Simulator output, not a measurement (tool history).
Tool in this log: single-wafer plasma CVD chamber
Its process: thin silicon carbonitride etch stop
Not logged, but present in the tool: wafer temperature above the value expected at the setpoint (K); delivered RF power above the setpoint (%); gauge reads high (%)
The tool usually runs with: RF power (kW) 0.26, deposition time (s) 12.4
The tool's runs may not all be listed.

run,day,RF power (kW),deposition time (s),wafers since the last listed run,hours since the last thermocouple change,hours since the last RF generator calibration,hours since the showerhead was replaced,hours since the gauge calibration,"read-back reference wafer on the same gauge, thickness_nm",mean film thickness on the monitor wafer (angstrom)
1,0,0.29,14.3,0,1290.6,491.8,4000.9,249.2,7.268,94.03
2,2.592,0.29,14.3,1069,1352.8,554,4063.1,311.4,7.261,93.45
3,4.979,0.29,14.3,985,1410.1,611.3,4120.4,368.7,7.252,93.24
# day 5.579: gauge calibrated
4,7.838,0.3,14.1,1179,1478.7,679.9,4189,54.2,7.257,92.78
5,10.233,0.22,10.5,988,1536.2,737.4,4246.5,111.7,7.262,63.21
6,11.729,0.22,10.5,617,1572.1,773.3,4282.4,147.6,7.262,63.15
# day 12.312: showerhead replaced
# day 12.988: thermocouple changed; heater temperature recalibrated
7,14.612,0.22,10.5,914,39,842.5,55.2,216.8,7.257,63.08
8,15.838,0.235,12.4,505,68.4,871.9,84.6,246.2,7.248,74.75
# day 17.117: RF generator calibrated
9,18.25,0.26,10,857,126.3,27.2,142.5,304.1,7.262,63.78
10,20.271,0.23,11.5,833,174.8,75.7,191,352.6,7.259,71.06
# day 21.558: gauge calibrated
11,22.129,0.26,12.4,766,219.4,120.3,235.6,13.7,7.265,78.96
12,23.546,0.22,13.1,584,253.4,154.3,269.6,47.7,7.268,80.04
13,25.179,0.28,11.1,674,292.6,193.5,308.8,86.9,7.258,72.59
14,28.033,0.295,11.1,1177,361.1,262,377.3,155.4,7.265,72.85

Branching from run 14: 3 alternative next runs. What would each branch give?
A,28.05,0.245,12.4,6,361.5,262.4,377.7,155.8,?,?
B,28.05,0.22,10.7,6,361.5,262.4,377.7,155.8,?,?
C,28.05,0.245,10.2,6,361.5,262.4,377.7,155.8,?,?

run,"read-back reference wafer on the same gauge, thickness_nm",mean film thickness on the monitor wafer (angstrom)
A,7.268,77.76
B,7.268,65.14
C,7.268,63.97
What these runs would have given with no unlogged condition in the tool:
run,mean film thickness on the monitor wafer (angstrom)
A,78.1
B,65.42
C,64.25
